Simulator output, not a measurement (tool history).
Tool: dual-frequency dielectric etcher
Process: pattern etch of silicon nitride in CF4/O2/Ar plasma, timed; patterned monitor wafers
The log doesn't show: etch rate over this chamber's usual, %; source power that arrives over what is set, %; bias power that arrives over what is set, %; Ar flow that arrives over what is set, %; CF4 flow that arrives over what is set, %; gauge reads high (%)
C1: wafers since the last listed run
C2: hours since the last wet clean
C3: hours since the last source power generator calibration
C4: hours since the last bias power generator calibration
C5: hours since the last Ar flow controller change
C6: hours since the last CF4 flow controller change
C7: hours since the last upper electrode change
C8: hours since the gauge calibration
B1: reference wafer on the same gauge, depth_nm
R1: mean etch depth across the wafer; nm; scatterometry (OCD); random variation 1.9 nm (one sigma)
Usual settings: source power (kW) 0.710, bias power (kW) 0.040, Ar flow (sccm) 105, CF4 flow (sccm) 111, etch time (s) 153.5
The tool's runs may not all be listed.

Run 1, day 0.000: usual settings but bias power (kW) 0.035; C1 0; C2 402.1; C3 256.2; C4 4218.8; C5 278.7; C6 2141.3; C7 2750.7; C8 1225.6; B1 371.1. Result: R1 337.9 nm.
At day 2.479: gauge calibrated.
At day 2.971: wet clean of the chamber.
Run 2, day 2.992: usual settings; C1 232; C2 0.5; C3 328.0; C4 4290.6; C5 350.5; C6 2213.1; C7 2822.5; C8 12.3; B1 369.4. Result: R1 345.3 nm.
Run 3, day 3.979: usual settings but source power (kW) 0.790, CF4 flow (sccm) 86; C1 115; C2 24.2; C3 351.7; C4 4314.3; C5 374.2; C6 2236.8; C7 2846.2; C8 36.0; B1 369.3. Result: R1 353.1 nm.
At day 4.425: CF4 flow controller replaced.
Run 4, day 4.696: usual settings but source power (kW) 0.550, bias power (kW) 0.033, CF4 flow (sccm) 84, etch time (s) 186.0; C1 54; C2 41.4; C3 368.9; C4 4331.5; C5 391.4; C6 6.5; C7 2863.4; C8 53.2; B1 370.2. Result: R1 306.2 nm.
Run 5, day 6.104: usual settings but source power (kW) 0.790, CF4 flow (sccm) 86; C1 164; C2 75.2; C3 402.7; C4 4365.3; C5 425.2; C6 40.3; C7 2897.2; C8 87.0; B1 371.2. Result: R1 353.9 nm.
Run 6, day 7.012: usual settings but bias power (kW) 0.037, CF4 flow (sccm) 134; C1 106; C2 97.0; C3 424.5; C4 4387.1; C5 447.0; C6 62.1; C7 2919.0; C8 108.8; B1 369.1. Result: R1 347.4 nm.
Run 7, day 7.521: usual settings but source power (kW) 0.870; C1 59; C2 109.2; C3 436.7; C4 4399.3; C5 459.2; C6 74.3; C7 2931.2; C8 121.0; B1 370.2. Result: R1 395.8 nm.
At day 8.862: bias power generator calibrated.
Run 8, day 9.038: usual settings but CF4 flow (sccm) 91; C1 157; C2 145.6; C3 473.1; C4 4.2; C5 495.6; C6 110.7; C7 2967.6; C8 157.4; B1 369.4. Result: R1 338.8 nm.
Run 9, day 9.717: usual settings; C1 79; C2 161.9; C3 489.4; C4 20.5; C5 511.9; C6 127.0; C7 2983.9; C8 173.7; B1 369.4. Result: R1 348.0 nm.
At day 10.946: upper electrode replaced.
Run 10, day 10.967: usual settings but source power (kW) 0.760, Ar flow (sccm) 115, etch time (s) 173.0; C1 29; C2 191.9; C3 519.4; C4 50.5; C5 541.9; C6 157.0; C7 0.5; C8 203.7; B1 370.2. Result: R1 408.0 nm.
Run 11, day 11.633: usual settings but Ar flow (sccm) 115; C1 77; C2 207.9; C3 535.4; C4 66.5; C5 557.9; C6 173.0; C7 16.5; C8 219.7; B1 370.1. Result: R1 344.0 nm.
Run 12, day 12.775: usual settings but bias power (kW) 0.044, Ar flow (sccm) 95, CF4 flow (sccm) 132, etch time (s) 124.5; C1 133; C2 235.3; C3 562.8; C4 93.9; C5 585.3; C6 200.4; C7 43.9; C8 247.1; B1 370.3. Result: R1 313.1 nm.
Run 13, day 13.496: usual settings but Ar flow (sccm) 126; C1 84; C2 252.6; C3 580.1; C4 111.2; C5 602.6; C6 217.7; C7 61.2; C8 264.4; B1 369.1. Result: R1 343.7 nm.
Run 14, day 14.400: usual settings but source power (kW) 0.650, bias power (kW) 0.033, Ar flow (sccm) 81, etch time (s) 137.0; C1 105; C2 274.3; C3 601.8; C4 132.9; C5 624.3; C6 239.4; C7 82.9; C8 286.1; B1 369.8. Result: R1 279.6 nm.
Run 15, day 15.496: usual settings but bias power (kW) 0.031; C1 128; C2 300.6; C3 628.1; C4 159.2; C5 650.6; C6 265.7; C7 109.2; C8 312.4; B1 370.6. Result: R1 312.1 nm.
Run 16, day 16.483: usual settings but bias power (kW) 0.035, etch time (s) 110.5; C1 115; C2 324.3; C3 651.8; C4 182.9; C5 674.3; C6 289.4; C7 132.9; C8 336.1; B1 370.0. Result: R1 240.2 nm.
Run 17, day 17.350: usual settings; C1 101; C2 345.1; C3 672.6; C4 203.7; C5 695.1; C6 310.2; C7 153.7; C8 356.9; B1 370.1. Result: R1 354.7 nm.
Run 18, day 18.304: usual settings but bias power (kW) 0.034; C1 111; C2 368.0; C3 695.5; C4 226.6; C5 718.0; C6 333.1; C7 176.6; C8 379.8; B1 369.7. Result: R1 331.5 nm.
Run 19, day 19.608: usual settings but Ar flow (sccm) 122; C1 152; C2 399.3; C3 726.8; C4 257.9; C5 749.3; C6 364.4; C7 207.9; C8 411.1; B1 370.1. Result: R1 351.0 nm.
Run 20, day 20.521: usual settings but CF4 flow (sccm) 119; C1 106; C2 421.2; C3 748.7; C4 279.8; C5 771.2; C6 386.3; C7 229.8; C8 433.0; B1 370.3. Result: R1 365.4 nm.

Forecast run 21:
At day 22.171: wet clean of the chamber.
Run 21, day 22.192: usual settings but Ar flow (sccm) 114, CF4 flow (sccm) 99; C1 78; C2 0.5; C3 788.8; C4 319.9; C5 811.3; C6 426.4; C7 269.9; C8 473.1; B1 ?. Result: R1 ?.

{"run 21": {"B1": 369.7, "R1": 333.1}}
Without the tool's hidden state the same run would have given R1 332.8 nm.

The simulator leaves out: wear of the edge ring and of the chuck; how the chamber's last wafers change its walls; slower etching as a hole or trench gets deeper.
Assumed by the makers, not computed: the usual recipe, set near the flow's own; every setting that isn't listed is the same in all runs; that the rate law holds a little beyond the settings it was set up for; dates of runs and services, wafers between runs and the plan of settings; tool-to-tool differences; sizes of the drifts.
